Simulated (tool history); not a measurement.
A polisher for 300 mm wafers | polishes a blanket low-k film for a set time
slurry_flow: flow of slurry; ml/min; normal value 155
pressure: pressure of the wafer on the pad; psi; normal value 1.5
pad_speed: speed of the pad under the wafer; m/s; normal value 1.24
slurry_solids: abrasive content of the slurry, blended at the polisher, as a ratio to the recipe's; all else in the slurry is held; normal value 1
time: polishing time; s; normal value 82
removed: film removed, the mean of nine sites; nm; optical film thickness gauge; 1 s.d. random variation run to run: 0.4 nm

run	hour	slurry_flow	pressure	pad_speed	slurry_solids	time	wafers since the last listed run	wafers polished on this pad	hours since the slurry nozzle was cleaned	hours since the head pressure was calibrated	hours since the slurry blender was calibrated	hours since the conditioning disc was replaced	incoming thickness of the incoming film, nm	removed
1	0	155	1.5	1.24	1	82	0	1765	208.6	104.6	374.3	206.5	708.8	29.3
2	68.5	155	1.5	1.24	1	82	412	2178	277.1	173.1	442.8	275	728.1	28.4
3	129.8	155	1.5	1.24	1	82	369	2548	338.4	234.4	504.1	336.3	711.1	28
# hour 154.3: slurry blender recalibrated
4	170.3	155	1.5	1.24	1	82	232	2780	378.9	274.9	16	376.8	731.5	28.5
# hour 205.6: worn pad replaced by a new one
5	236.7	155	1.5	1.24	1	82	376	187	445.3	341.3	82.4	443.2	710.8	31
# hour 249.1: conditioning disc replaced and pad reconditioned
6	302.5	155	1.5	1.24	1	82	384	572	511.1	407.1	148.2	53.4	730.9	29.8
7	366.8	155	1.5	1.42	1.2	92	387	959	575.4	471.4	212.5	117.7	727.9	38.5
8	435.1	155	1.5	1.24	1	82	411	1371	643.7	539.7	280.8	186	719.5	29.9
9	487.6	200	2	0.88	0.7	82	316	1688	696.2	592.2	333.3	238.5	720	28.8
10	552.2	155	1.8	1.64	1	82	389	2077	760.8	656.8	397.9	303.1	721.3	43.2
# hour 558.5: slurry blender recalibrated
11	592.9	155	1.8	1.12	1	82	233	2310	801.5	697.5	34.4	343.8	712.7	32.3
# hour 621.5: slurry nozzle cleaned
# hour 634.7: worn pad replaced by a new one, of another model than before
12	656	120	1.5	1.4	0.75	103	350	128	34.5	760.6	97.5	406.9	721.4	35
# hour 674.7: conditioning disc replaced and pad reconditioned
13	689.3	175	1.5	1.24	1	82	188	317	67.8	793.9	130.8	14.6	709.5	31.4
14	729.1	155	1.5	1.24	1	82	239	557	107.6	833.7	170.6	54.4	718.4	29.2
# hour 752.7: head pressure recalibrated
15	775.7	135	1.5	1.24	0.75	82	268	825	154.2	23	217.2	101	714.8	25
16	807.3	155	1.5	1.24	1	82	190	1016	185.8	54.6	248.8	132.6	723.5	29.3
17	832.9	155	1	1.24	1	82	154	1170	211.4	80.2	274.4	158.2	727.3	23.1
18	930	115	1.5	1	0.85	82	585	1756	308.5	177.3	371.5	255.3	720.7	18.7
19	995.1	155	1.5	1.58	1	82	392	2148	373.6	242.4	436.6	320.4	720.2	35.6
20	1058.9	155	1.8	1.24	1	82	384	2533	437.4	306.2	500.4	384.2	722.9	32.2
# hour 1061.1: slurry blender recalibrated
# hour 1073.3: worn pad replaced by a new one
21	1113.5	180	1.5	1.24	1	82	292	242	492	360.8	52.4	438.8	716.2	32.5
# hour 1151.4: conditioning disc replaced and pad reconditioned
22	1176.9	185	1.3	1.24	1.2	82	370	612	555.4	424.2	115.8	25.5	720.4	31.1
23	1241.2	155	1.5	1.06	1	82	387	1000	619.7	488.5	180.1	89.8	717.7	25.2
24	1265.8	155	1.5	0.94	1	82	148	1148	644.3	513.1	204.7	114.4	722.7	22.4
25	1317.3	155	1.5	1.24	1	82	310	1459	695.8	564.6	256.2	165.9	716	28.9
26	1388.1	115	1.5	1.24	1	82	426	1885	766.6	635.4	327	236.7	720.1	24.8

Forecast each of these 3 alternatives for the next run:
A	1388.6	155	1.5	1.24	1	82	3	1888	767.1	635.9	327.5	237.2	716.6	?
B	1388.6	175	1.8	1.42	1	54	3	1888	767.1	635.9	327.5	237.2	716.6	?
C	1388.6	185	1.5	1.24	1	82	3	1888	767.1	635.9	327.5	237.2	716.6	?

run	removed
A	28.6
B	24.9
C	30
Without the tool's unlogged condition, the same runs would have read:
run	removed
A	31.4
B	27.4
C	32.9
